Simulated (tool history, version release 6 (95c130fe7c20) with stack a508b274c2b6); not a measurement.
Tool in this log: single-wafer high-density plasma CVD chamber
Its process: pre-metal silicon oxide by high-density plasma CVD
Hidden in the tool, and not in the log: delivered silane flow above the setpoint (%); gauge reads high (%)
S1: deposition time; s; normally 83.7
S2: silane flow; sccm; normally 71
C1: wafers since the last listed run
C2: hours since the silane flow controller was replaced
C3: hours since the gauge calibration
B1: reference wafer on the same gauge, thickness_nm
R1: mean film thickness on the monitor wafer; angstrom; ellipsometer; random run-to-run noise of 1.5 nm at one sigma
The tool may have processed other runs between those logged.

Run 1, hour 0.0: usual settings; C1 0; C2 1645.1; C3 147.0; B1 647.641. Result: R1 5542.84 angstrom.
Run 2, hour 12.7: usual settings; C1 198; C2 1657.8; C3 159.7; B1 647.477. Result: R1 5521.35 angstrom.
Run 3, hour 25.7: usual settings; C1 203; C2 1670.8; C3 172.7; B1 646.889. Result: R1 5531.84 angstrom.
Run 4, hour 43.0: usual settings; C1 271; C2 1688.1; C3 190.0; B1 647.371. Result: R1 5511.18 angstrom.
Run 5, hour 54.4: usual settings; C1 178; C2 1699.5; C3 201.4; B1 647.147. Result: R1 5543.00 angstrom.
Run 6, hour 68.7: usual settings; C1 224; C2 1713.8; C3 215.7; B1 646.652. Result: R1 5492.34 angstrom.
Run 7, hour 82.8: usual settings but S1 76.2 s; C1 220; C2 1727.9; C3 229.8; B1 647.446. Result: R1 5012.71 angstrom.
Run 8, hour 90.5: usual settings; C1 120; C2 1735.6; C3 237.5; B1 647.405. Result: R1 5529.95 angstrom.
Run 9, hour 101.0: usual settings; C1 164; C2 1746.1; C3 248.0; B1 646.814. Result: R1 5532.20 angstrom.
Run 10, hour 116.4: usual settings; C1 241; C2 1761.5; C3 263.4; B1 646.709. Result: R1 5529.84 angstrom.
Run 11, hour 128.7: usual settings; C1 192; C2 1773.8; C3 275.7; B1 646.755. Result: R1 5512.21 angstrom.
Run 12, hour 140.4: usual settings; C1 183; C2 1785.5; C3 287.4; B1 646.726. Result: R1 5521.04 angstrom.
Run 13, hour 156.2: usual settings; C1 247; C2 1801.3; C3 303.2; B1 646.687. Result: R1 5511.38 angstrom.
Run 14, hour 173.7: usual settings but S1 75.2 s, S2 76 sccm; C1 274; C2 1818.8; C3 320.7; B1 647.242. Result: R1 5310.42 angstrom.
At hour 174.4: gauge calibrated.
Run 15, hour 180.9: usual settings but S2 84 sccm; C1 112; C2 1826.0; C3 6.5; B1 646.049. Result: R1 6556.02 angstrom.
Run 16, hour 194.5: usual settings but S1 76.4 s, S2 64 sccm; C1 213; C2 1839.6; C3 20.1; B1 646.671. Result: R1 4542.43 angstrom.
At hour 204.3: silane flow controller replaced.
Run 17, hour 204.8: usual settings; C1 36; C2 0.5; C3 30.4; B1 647.057. Result: R1 5536.45 angstrom.
Run 18, hour 219.5: usual settings; C1 230; C2 15.2; C3 45.1; B1 646.789. Result: R1 5535.73 angstrom.
Run 19, hour 225.7: usual settings but S1 73.6 s; C1 97; C2 21.4; C3 51.3; B1 647.083. Result: R1 4871.00 angstrom.
Run 20, hour 242.5: usual settings but S1 72.9 s, S2 82 sccm; C1 263; C2 38.2; C3 68.1; B1 647.433. Result: R1 5549.06 angstrom.
Run 21, hour 257.2: usual settings but S1 77.8 s, S2 59 sccm; C1 230; C2 52.9; C3 82.8; B1 647.326. Result: R1 4270.18 angstrom.
Run 22, hour 274.7: usual settings but S1 94.3 s, S2 59 sccm; C1 274; C2 70.4; C3 100.3; B1 647.093. Result: R1 5140.40 angstrom.
Run 23, hour 326.5: usual settings but S1 68.4 s, S2 78 sccm; C1 811; C2 122.2; C3 152.1; B1 646.355. Result: R1 4955.52 angstrom.
Run 24, hour 334.5: usual settings; C1 125; C2 130.2; C3 160.1; B1 646.510. Result: R1 5522.25 angstrom.
Run 25, hour 348.4: usual settings; C1 217; C2 144.1; C3 174.0; B1 647.059. Result: R1 5509.36 angstrom.
Run 26, hour 391.4: usual settings but S1 70.7 s, S2 75 sccm; C1 673; C2 187.1; C3 217.0; B1 646.361. Result: R1 4948.41 angstrom.
Run 27, hour 401.0: usual settings but S1 96.2 s, S2 83 sccm; C1 150; C2 196.7; C3 226.6; B1 647.292. Result: R1 7438.33 angstrom.
Run 28, hour 408.9: usual settings; C1 123; C2 204.6; C3 234.5; B1 647.172. Result: R1 5514.84 angstrom.

Each row is a separate what-if for the run after 28, all from the same tool condition, not one after another. Results?
Run A, hour 409.3: usual settings; C1 6; C2 205.0; C3 234.9; B1 ?. Result: R1 ?.
Run B, hour 409.3: usual settings but S1 77.6 s, S2 83 sccm; C1 6; C2 205.0; C3 234.9; B1 ?. Result: R1 ?.
Run C, hour 409.3: usual settings but S1 91.4 s, S2 82 sccm; C1 6; C2 205.0; C3 234.9; B1 ?. Result: R1 ?.

run       B1       R1
  A  647.392  5517.89
  B  647.392  5980.39
  C  647.392  6959.04
Without the tool's unlogged condition, the same runs would have read:
run       R1
  A  5517.89
  B  5980.39
  C  6959.04
